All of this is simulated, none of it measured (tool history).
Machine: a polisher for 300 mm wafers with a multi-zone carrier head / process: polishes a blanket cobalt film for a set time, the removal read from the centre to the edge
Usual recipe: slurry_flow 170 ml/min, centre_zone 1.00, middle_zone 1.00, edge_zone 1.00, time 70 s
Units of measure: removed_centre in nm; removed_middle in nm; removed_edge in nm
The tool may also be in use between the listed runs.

run	hour	slurry_flow	centre_zone	middle_zone	edge_zone	time	incoming thickness of the incoming film, nm	removed_centre	removed_middle	removed_edge
1	0.0	170	1.00	1.00	1.00	70	1038.9	269.8	257.3	265.3
2	52.0	150	1.00	1.00	0.91	70	1018.7	255.0	252.4	247.6
# hour 89.3: centre zone pressure recalibrated
3	152.2	150	1.00	1.00	0.91	70	1037.0	256.2	250.3	246.8
4	257.9	170	0.89	1.00	0.89	70	1028.0	245.6	252.6	246.0
# hour 287.0: worn pad replaced by a new one
5	294.5	170	1.04	0.89	1.00	70	1038.4	294.5	251.5	283.1
# hour 394.1: edge zone pressure recalibrated
6	396.6	170	0.92	1.10	1.00	70	1053.4	258.1	284.2	271.3
7	449.2	200	1.00	1.00	1.00	70	1044.5	263.9	256.9	270.5
8	485.3	170	1.00	1.00	1.00	70	1046.6	268.4	258.9	263.3
9	582.0	225	0.95	1.00	1.06	90	1035.2	339.8	338.0	344.3
# hour 623.0: centre zone pressure recalibrated
10	631.0	205	1.00	1.00	0.92	70	1056.8	265.6	255.6	249.6

Estimate the outcome of run 11 from the log above:
# hour 651.6: slurry nozzle cleaned
11	835.5	200	1.00	1.00	0.96	70	1023.5	?	?	?

Run 11 gave removed_centre 255.9 nm, removed_middle 248.8 nm, removed_edge 248.9 nm.
Take away the tool's hidden state, keep the run-to-run variation as it was, and the same run would have given removed_centre 300.0 nm, removed_middle 291.7 nm, removed_edge 291.8 nm.
